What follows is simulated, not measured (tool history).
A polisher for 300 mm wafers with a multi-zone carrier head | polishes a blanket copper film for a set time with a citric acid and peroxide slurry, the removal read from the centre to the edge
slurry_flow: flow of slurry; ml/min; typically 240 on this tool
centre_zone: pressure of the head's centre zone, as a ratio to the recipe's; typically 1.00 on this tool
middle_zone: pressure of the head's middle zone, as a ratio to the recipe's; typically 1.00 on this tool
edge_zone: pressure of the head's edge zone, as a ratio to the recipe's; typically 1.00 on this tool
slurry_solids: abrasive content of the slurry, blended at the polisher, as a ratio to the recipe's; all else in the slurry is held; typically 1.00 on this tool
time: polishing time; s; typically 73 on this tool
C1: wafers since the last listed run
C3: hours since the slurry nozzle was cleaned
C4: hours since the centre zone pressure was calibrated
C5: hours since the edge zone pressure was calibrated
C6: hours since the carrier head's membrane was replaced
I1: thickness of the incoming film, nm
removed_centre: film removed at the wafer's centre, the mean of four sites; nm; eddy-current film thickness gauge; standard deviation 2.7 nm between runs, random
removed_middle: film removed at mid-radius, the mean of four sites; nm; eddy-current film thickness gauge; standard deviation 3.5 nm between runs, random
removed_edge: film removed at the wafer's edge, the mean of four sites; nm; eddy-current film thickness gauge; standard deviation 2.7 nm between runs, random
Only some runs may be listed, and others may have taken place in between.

run 1 hour=0.0 | slurry_flow=240 centre_zone=1.00 middle_zone=1.00 edge_zone=0.91 slurry_solids=1.00 time=73 | C1=0 wafers_polished_on_this_pad=2752 C3=498.2 C4=241.1 C5=59.8 C6=93.4 | I1=726.5 | removed_centre=239.5 removed_middle=240.9 removed_edge=228.5
run 2 hour=84.0 | slurry_flow=240 centre_zone=1.00 middle_zone=1.00 edge_zone=0.89 slurry_solids=1.00 time=65 | C1=775 wafers_polished_on_this_pad=3528 C3=582.2 C4=325.1 C5=143.8 C6=177.4 | I1=742.6 | removed_centre=211.1 removed_middle=210.4 removed_edge=201.5
run 3 hour=122.2 | slurry_flow=240 centre_zone=0.91 middle_zone=1.00 edge_zone=1.00 slurry_solids=1.00 time=73 | C1=352 wafers_polished_on_this_pad=3881 C3=620.4 C4=363.3 C5=182.0 C6=215.6 | I1=739.2 | removed_centre=218.6 removed_middle=244.9 removed_edge=240.0
-- hour=156.8 worn pad replaced by a new one
run 4 hour=179.8 | slurry_flow=240 centre_zone=0.94 middle_zone=1.00 edge_zone=1.00 slurry_solids=1.00 time=51 | C1=494 wafers_polished_on_this_pad=212 C3=678.0 C4=420.9 C5=239.6 C6=273.2 | I1=753.2 | removed_centre=156.5 removed_middle=170.9 removed_edge=171.1
-- hour=191.3 slurry nozzle cleaned
run 5 hour=255.0 | slurry_flow=240 centre_zone=1.00 middle_zone=1.00 edge_zone=1.00 slurry_solids=1.00 time=73 | C1=685 wafers_polished_on_this_pad=898 C3=63.7 C4=496.1 C5=314.8 C6=348.4 | I1=747.4 | removed_centre=239.4 removed_middle=241.3 removed_edge=238.5
run 6 hour=326.7 | slurry_flow=240 centre_zone=1.00 middle_zone=1.05 edge_zone=1.00 slurry_solids=0.85 time=73 | C1=662 wafers_polished_on_this_pad=1560 C3=135.4 C4=567.8 C5=386.5 C6=420.1 | I1=748.2 | removed_centre=224.8 removed_middle=248.9 removed_edge=235.1
run 7 hour=427.6 | slurry_flow=240 centre_zone=1.00 middle_zone=1.08 edge_zone=0.93 slurry_solids=0.90 time=73 | C1=931 wafers_polished_on_this_pad=2491 C3=236.3 C4=668.7 C5=487.4 C6=521.0 | I1=728.4 | removed_centre=228.3 removed_middle=252.6 removed_edge=226.0
run 8 hour=521.9 | slurry_flow=240 centre_zone=1.00 middle_zone=1.00 edge_zone=1.07 slurry_solids=1.00 time=73 | C1=870 wafers_polished_on_this_pad=3362 C3=330.6 C4=763.0 C5=581.7 C6=615.3 | I1=735.1 | removed_centre=230.9 removed_middle=247.3 removed_edge=244.6
-- hour=538.7 edge zone pressure recalibrated
run 9 hour=620.1 | slurry_flow=240 centre_zone=1.00 middle_zone=1.00 edge_zone=1.00 slurry_solids=1.00 time=73 | C1=888 wafers_polished_on_this_pad=4251 C3=428.8 C4=861.2 C5=81.4 C6=713.5 | I1=745.9 | removed_centre=232.0 removed_middle=242.0 removed_edge=245.5
run 10 hour=714.9 | slurry_flow=190 centre_zone=1.00 middle_zone=1.07 edge_zone=1.00 slurry_solids=1.25 time=91 | C1=875 wafers_polished_on_this_pad=5126 C3=523.6 C4=956.0 C5=176.2 C6=808.3 | I1=740.4 | removed_centre=298.3 removed_middle=332.1 removed_edge=315.1
-- hour=756.5 worn pad replaced by a new one
run 11 hour=772.1 | slurry_flow=320 centre_zone=1.00 middle_zone=1.00 edge_zone=0.94 slurry_solids=1.00 time=65 | C1=491 wafers_polished_on_this_pad=143 C3=580.8 C4=1013.2 C5=233.4 C6=865.5 | I1=736.9 | removed_centre=205.6 removed_middle=213.7 removed_edge=211.8
-- hour=815.4 carrier head's membrane replaced by a new one
run 12 hour=852.4 | slurry_flow=240 centre_zone=0.90 middle_zone=1.00 edge_zone=1.00 slurry_solids=1.25 time=73 | C1=695 wafers_polished_on_this_pad=839 C3=661.1 C4=1093.5 C5=313.7 C6=37.0 | I1=726.9 | removed_centre=214.3 removed_middle=261.6 removed_edge=253.4
run 13 hour=899.7 | slurry_flow=240 centre_zone=1.05 middle_zone=1.00 edge_zone=1.00 slurry_solids=1.00 time=73 | C1=436 wafers_polished_on_this_pad=1276 C3=708.4 C4=1140.8 C5=361.0 C6=84.3 | I1=742.6 | removed_centre=236.8 removed_middle=243.4 removed_edge=242.1
run 14 hour=947.1 | slurry_flow=240 centre_zone=1.00 middle_zone=1.00 edge_zone=1.00 slurry_solids=1.00 time=73 | C1=437 wafers_polished_on_this_pad=1713 C3=755.8 C4=1188.2 C5=408.4 C6=131.7 | I1=738.7 | removed_centre=222.7 removed_middle=238.4 removed_edge=245.8
run 15 hour=1012.6 | slurry_flow=240 centre_zone=1.08 middle_zone=1.00 edge_zone=1.00 slurry_solids=1.25 time=73 | C1=604 wafers_polished_on_this_pad=2318 C3=821.3 C4=1253.7 C5=473.9 C6=197.2 | I1=740.6 | removed_centre=251.9 removed_middle=261.0 removed_edge=262.1
run 16 hour=1060.3 | slurry_flow=240 centre_zone=0.96 middle_zone=0.89 edge_zone=1.00 slurry_solids=1.00 time=73 | C1=440 wafers_polished_on_this_pad=2759 C3=869.0 C4=1301.4 C5=521.6 C6=244.9 | I1=743.7 | removed_centre=210.4 removed_middle=224.9 removed_edge=243.6
-- hour=1073.5 slurry nozzle cleaned
run 17 hour=1099.4 | slurry_flow=240 centre_zone=1.00 middle_zone=0.96 edge_zone=0.89 slurry_solids=1.00 time=73 | C1=351 wafers_polished_on_this_pad=3111 C3=25.9 C4=1340.5 C5=560.7 C6=284.0 | I1=730.3 | removed_centre=223.6 removed_middle=236.0 removed_edge=233.2
-- hour=1122.6 centre zone pressure recalibrated
-- hour=1134.5 edge zone pressure recalibrated
run 18 hour=1167.5 | slurry_flow=305 centre_zone=0.96 middle_zone=1.00 edge_zone=1.05 slurry_solids=1.10 time=73 | C1=591 wafers_polished_on_this_pad=3702 C3=94.0 C4=44.9 C5=33.0 C6=352.1 | I1=743.4 | removed_centre=244.6 removed_middle=250.4 removed_edge=258.6
run 19 hour=1239.3 | slurry_flow=240 centre_zone=1.00 middle_zone=1.00 edge_zone=1.00 slurry_solids=1.00 time=73 | C1=663 wafers_polished_on_this_pad=4366 C3=165.8 C4=116.7 C5=104.8 C6=423.9 | I1=740.7 | removed_centre=249.6 removed_middle=240.8 removed_edge=245.5
run 20 hour=1299.0 | slurry_flow=240 centre_zone=1.00 middle_zone=1.00 edge_zone=1.00 slurry_solids=1.00 time=73 | C1=551 wafers_polished_on_this_pad=4917 C3=225.5 C4=176.4 C5=164.5 C6=483.6 | I1=737.5 | removed_centre=241.9 removed_middle=248.2 removed_edge=240.7
-- hour=1366.2 worn pad replaced by a new one
run 21 hour=1395.9 | slurry_flow=170 centre_zone=0.88 middle_zone=1.00 edge_zone=1.00 slurry_solids=1.00 time=73 | C1=857 wafers_polished_on_this_pad=273 C3=322.4 C4=273.3 C5=261.4 C6=580.5 | I1=735.0 | removed_centre=206.8 removed_middle=236.2 removed_edge=234.4

Consider 4 possible next runs. They are alternatives, not a sequence: every one starts from the tool as it was left by run 21. What does each give?
run A hour=1396.3 | slurry_flow=240 centre_zone=1.00 middle_zone=1.00 edge_zone=1.00 slurry_solids=1.00 time=73 | C1=3 wafers_polished_on_this_pad=277 C3=322.8 C4=273.7 C5=261.8 C6=580.9 | I1=738.9 | removed_centre=? removed_middle=? removed_edge=?
run B hour=1396.3 | slurry_flow=240 centre_zone=1.00 middle_zone=1.00 edge_zone=1.00 slurry_solids=1.00 time=49 | C1=3 wafers_polished_on_this_pad=277 C3=322.8 C4=273.7 C5=261.8 C6=580.9 | I1=738.9 | removed_centre=? removed_middle=? removed_edge=?
run C hour=1396.3 | slurry_flow=295 centre_zone=0.93 middle_zone=1.04 edge_zone=1.00 slurry_solids=1.00 time=73 | C1=3 wafers_polished_on_this_pad=277 C3=322.8 C4=273.7 C5=261.8 C6=580.9 | I1=738.9 | removed_centre=? removed_middle=? removed_edge=?
run D hour=1396.3 | slurry_flow=155 centre_zone=1.00 middle_zone=1.00 edge_zone=1.00 slurry_solids=1.30 time=73 | C1=3 wafers_polished_on_this_pad=277 C3=322.8 C4=273.7 C5=261.8 C6=580.9 | I1=738.9 | removed_centre=? removed_middle=? removed_edge=?

run=A removed_centre=243.2 removed_middle=248.5 removed_edge=240.6
run=B removed_centre=163.2 removed_middle=166.8 removed_edge=161.5
run=C removed_centre=230.2 removed_middle=261.3 removed_edge=243.4
run=D removed_centre=249.3 removed_middle=255.9 removed_edge=250.2
Without the tool's hidden state the same runs would have given:
run=A removed_centre=246.0 removed_middle=248.5 removed_edge=240.6
run=B removed_centre=165.1 removed_middle=166.8 removed_edge=161.5
run=C removed_centre=232.9 removed_middle=261.3 removed_edge=243.4
run=D removed_centre=252.2 removed_middle=255.9 removed_edge=250.2
